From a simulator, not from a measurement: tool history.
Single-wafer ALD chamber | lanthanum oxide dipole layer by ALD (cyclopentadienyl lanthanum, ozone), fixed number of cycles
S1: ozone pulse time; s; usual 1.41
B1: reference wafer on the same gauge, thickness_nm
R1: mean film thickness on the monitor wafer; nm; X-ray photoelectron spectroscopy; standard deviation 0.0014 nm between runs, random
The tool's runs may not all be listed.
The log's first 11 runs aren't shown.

run      day    S1     B1     R1
 12   41.421  1.41  0.489  0.529
      43.983  -- showerhead replaced
      45.271  -- gauge calibrated
 13   45.625  1.41  0.489  0.528
 14   48.992  1.58  0.489   0.54
 15   52.579  1.58  0.489  0.536
      56.396  -- thermocouple changed; heater temperature recalibrated
 16   56.417  1.23  0.489   0.51
 17   60.604   1.8  0.489  0.547
 18   62.379  1.92  0.489  0.554
      64.475  -- ozone generator serviced
 19   65.142  0.87  0.489  0.488
 20   68.062  1.13  0.489  0.517
 21   69.712  1.08  0.489  0.505
 22   73.204  1.83   0.49  0.556
 23   75.662  1.58   0.49   0.54
 24   77.596  1.06  0.489  0.495
 25   80.579  1.63  0.489  0.538
 26   82.125  1.84  0.489   0.55
 27   86.262  0.89   0.49  0.466
 28   89.829  1.18  0.489  0.504
 29   93.542  1.41  0.489  0.521
      96.567  -- ozone generator serviced
 30   96.912  1.95  0.489  0.564
 31  100.796  1.41  0.489  0.535
 32  104.733  1.82  0.489  0.555
 33  106.654  1.14  0.489  0.508

4 ways to go on from here, each from the tool as it stands after run 33. What would each give?
  A  106.671  1.41   ?   ?
  B  106.671  1.66   ?   ?
  C  106.671  0.86   ?   ?
  D  106.671  0.92   ?   ?

run     B1     R1
  A  0.489  0.535
  B  0.489   0.55
  C  0.489  0.476
  D  0.489  0.485
Without the tool's hidden state the same runs would have given:
run     R1
  A  0.548
  B  0.559
  C  0.496
  D  0.505

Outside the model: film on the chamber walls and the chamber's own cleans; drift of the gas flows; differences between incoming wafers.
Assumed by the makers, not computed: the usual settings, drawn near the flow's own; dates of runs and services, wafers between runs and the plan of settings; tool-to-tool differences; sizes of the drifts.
